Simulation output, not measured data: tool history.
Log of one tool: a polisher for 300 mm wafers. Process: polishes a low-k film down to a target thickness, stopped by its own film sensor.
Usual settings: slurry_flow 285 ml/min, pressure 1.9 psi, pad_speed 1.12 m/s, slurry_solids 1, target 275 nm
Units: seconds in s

run	hour	slurry_flow	pressure	pad_speed	slurry_solids	target	wafers since the last listed run	wafers polished on this pad	hours since the slurry nozzle was cleaned	hours since the head pressure was calibrated	hours since the slurry blender was calibrated	hours since the conditioning disc was replaced	incoming thickness of the incoming film, nm	seconds
1	0	285	1.9	1.12	1	285	0	859	536.5	401.7	110	208.9	319	85.8
2	7.8	285	1.9	1.12	1	275	62	921	544.3	409.5	117.8	216.7	319.4	114.2
# hour 16.5: worn pad replaced by a new one
3	25.7	355	1.9	1.12	1	275	111	73	562.2	427.4	135.7	234.6	322	111.9
4	32.1	355	1.9	1.12	1	275	51	124	568.6	433.8	142.1	241	325.3	120
5	48.7	285	2.4	1.12	1	275	132	257	585.2	450.4	158.7	257.6	319.8	88.3
6	55.2	285	2.4	1.12	1	275	52	309	591.7	456.9	165.2	264.1	319.7	89.7
7	66.5	285	2.4	1.12	1	275	90	399	603	468.2	176.5	275.4	318.8	85.3
8	75.3	285	1.9	1.12	1	275	70	470	611.8	477	185.3	284.2	320.4	111.8
# hour 84.3: conditioning disc replaced and pad reconditioned
9	89.6	285	1.9	1.12	1	275	98	568	626.1	491.3	199.6	5.3	322.6	119.4
# hour 100: slurry nozzle cleaned
10	102.8	285	1.9	1.12	1.1	275	97	666	2.8	504.5	212.8	18.5	323.7	119.3
11	111.3	285	1.9	1.02	1	278	68	734	11.3	513	221.3	27	317.5	107.2
12	124.3	285	1.9	1.12	1	275	104	838	24.3	526	234.3	40	315.8	102.8
13	134.8	285	2.3	0.74	1.15	275	84	922	34.8	536.5	244.8	50.5	317.9	122.4
# hour 147.9: worn pad replaced by a new one
14	148.4	285	1.9	1.12	1	275	76	3	48.4	550.1	258.4	64.1	318.8	101.3
# hour 157.2: head pressure recalibrated
15	157.7	285	1.9	0.96	1.1	260	58	62	57.7	0.5	267.7	73.4	319.8	151.2
16	166.4	285	1.9	1.12	1	275	69	131	66.4	9.2	276.4	82.1	316.4	98.7
# hour 173.2: slurry blender recalibrated
17	179	375	1.9	1.12	1	275	84	216	79	21.8	5.8	94.7	326	121.4
18	196.8	285	1.9	1.12	1.15	275	142	359	96.8	39.6	23.6	112.5	322.3	107.9
19	207.1	285	2.3	1.12	0.75	275	82	441	107.1	49.9	33.9	122.8	322.6	115.6
20	220.6	285	1.9	1.12	1	275	108	549	120.6	63.4	47.4	136.3	320.3	112.5
21	229.1	330	1.9	1.12	1	260	68	617	129.1	71.9	55.9	144.8	313.8	133.1
22	236.9	285	2.4	1.12	1	286	62	679	136.9	79.7	63.7	152.6	317.7	65.2
23	252.9	285	1.9	1.12	1	275	128	807	152.9	95.7	79.7	168.6	324.5	127.8

What the log doesn't show, run by run:
slurry flow missing at the pad, %: 0 in every run
deviation of the head's pressure from its setpoint, %: 0 in every run
abrasive missing from the slurry, %: 0 in every run
time polished since the conditioner stopped cutting, s: 0 in every run
H1: removal rate lost through wear of the pad, %
run	H1
1	8.44
2	9.03
3	1.16
4	1.64
5	2.9
6	3.39
7	4.25
8	4.92
9	6
10	7
11	7.65
12	8.63
13	9.43
14	0.0599
15	0.765
16	1.42
17	2.38
18	3.73
19	4.51
20	5.53
21	6.18
22	6.77
23	7.98

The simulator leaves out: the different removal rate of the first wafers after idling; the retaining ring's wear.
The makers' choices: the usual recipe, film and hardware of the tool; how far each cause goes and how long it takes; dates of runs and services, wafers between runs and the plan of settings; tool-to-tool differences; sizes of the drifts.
